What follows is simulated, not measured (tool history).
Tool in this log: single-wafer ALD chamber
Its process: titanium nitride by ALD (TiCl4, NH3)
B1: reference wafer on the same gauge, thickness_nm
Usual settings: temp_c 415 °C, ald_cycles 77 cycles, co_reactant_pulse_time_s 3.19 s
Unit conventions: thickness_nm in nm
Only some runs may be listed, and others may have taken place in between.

Run 1, hour 0: usual settings; B1 1.578. Result: thickness_nm 1.73 nm.
Run 2, hour 41.1: usual settings; B1 1.574. Result: thickness_nm 1.735 nm.
Run 3, hour 67.6: usual settings but temp_c 411 °C; B1 1.575. Result: thickness_nm 1.728 nm.
Run 4, hour 129.1: usual settings but temp_c 411 °C; B1 1.574. Result: thickness_nm 1.723 nm.
Run 5, hour 175.5: usual settings but temp_c 411 °C; B1 1.572. Result: thickness_nm 1.73 nm.
Run 6, hour 244.4: usual settings but co_reactant_pulse_time_s 2.8 s; B1 1.569. Result: thickness_nm 1.707 nm.
Run 7, hour 278.5: usual settings but co_reactant_pulse_time_s 2.8 s; B1 1.569. Result: thickness_nm 1.709 nm.
Run 8, hour 329.8: usual settings but co_reactant_pulse_time_s 2.8 s; B1 1.566. Result: thickness_nm 1.709 nm.
Run 9, hour 393.8: usual settings; B1 1.564. Result: thickness_nm 1.715 nm.
At hour 398.1: gauge calibrated.
At hour 440.2: showerhead replaced.
Run 10, hour 459.2: usual settings; B1 1.61. Result: thickness_nm 1.764 nm.
Run 11, hour 494.9: usual settings; B1 1.611. Result: thickness_nm 1.762 nm.
Run 12, hour 529.3: usual settings but ald_cycles 71 cycles; B1 1.61. Result: thickness_nm 1.623 nm.
Run 13, hour 553.4: usual settings but temp_c 428 °C, ald_cycles 91 cycles; B1 1.608. Result: thickness_nm 2.094 nm.
At hour 615.7: thermocouple changed; heater temperature recalibrated.
Run 14, hour 616.2: usual settings but ald_cycles 83 cycles, co_reactant_pulse_time_s 2.54 s; B1 1.606. Result: thickness_nm 1.886 nm.
Run 15, hour 640.8: usual settings but temp_c 421 °C, ald_cycles 68 cycles; B1 1.604. Result: thickness_nm 1.555 nm.
Run 16, hour 706.6: usual settings; B1 1.604. Result: thickness_nm 1.75 nm.
Run 17, hour 746.7: usual settings but temp_c 405 °C, ald_cycles 71 cycles; B1 1.601. Result: thickness_nm 1.613 nm.
Run 18, hour 813.2: usual settings but temp_c 420 °C, ald_cycles 89 cycles; B1 1.6. Result: thickness_nm 2.04 nm.
Run 19, hour 868.4: usual settings; B1 1.599. Result: thickness_nm 1.751 nm.
Run 20, hour 925.8: usual settings but temp_c 410 °C, ald_cycles 83 cycles, co_reactant_pulse_time_s 4 s; B1 1.594. Result: thickness_nm 1.884 nm.
Run 21, hour 969.5: usual settings but temp_c 430 °C, ald_cycles 81 cycles; B1 1.595. Result: thickness_nm 1.843 nm.
Run 22, hour 1008.5: usual settings; B1 1.593. Result: thickness_nm 1.747 nm.
Run 23, hour 1044.1: usual settings; B1 1.591. Result: thickness_nm 1.745 nm.
Run 24, hour 1097.8: usual settings but temp_c 426 °C, co_reactant_pulse_time_s 2.85 s; B1 1.591. Result: thickness_nm 1.736 nm.

5 ways to go on from here, each from the tool as it stands after run 24. What would each give?
Run A, hour 1098.4: usual settings; B1 ?. Result: thickness_nm ?.
Run B, hour 1098.4: usual settings but temp_c 407 °C, co_reactant_pulse_time_s 2.4 s; B1 ?. Result: thickness_nm ?.
Run C, hour 1098.4: usual settings but temp_c 406 °C, co_reactant_pulse_time_s 4.11 s; B1 ?. Result: thickness_nm ?.
Run D, hour 1098.4: usual settings but temp_c 428 °C; B1 ?. Result: thickness_nm ?.
Run E, hour 1098.4: usual settings but temp_c 421 °C; B1 ?. Result: thickness_nm ?.

run     B1  thickness_nm
  A  1.589         1.744
  B  1.589         1.728
  C  1.589         1.754
  D  1.589         1.746
  E  1.589         1.746
With no hidden state in the tool, these same runs would have given:
run  thickness_nm
  A         1.766
  B          1.75
  C         1.776
  D         1.769
  E         1.768
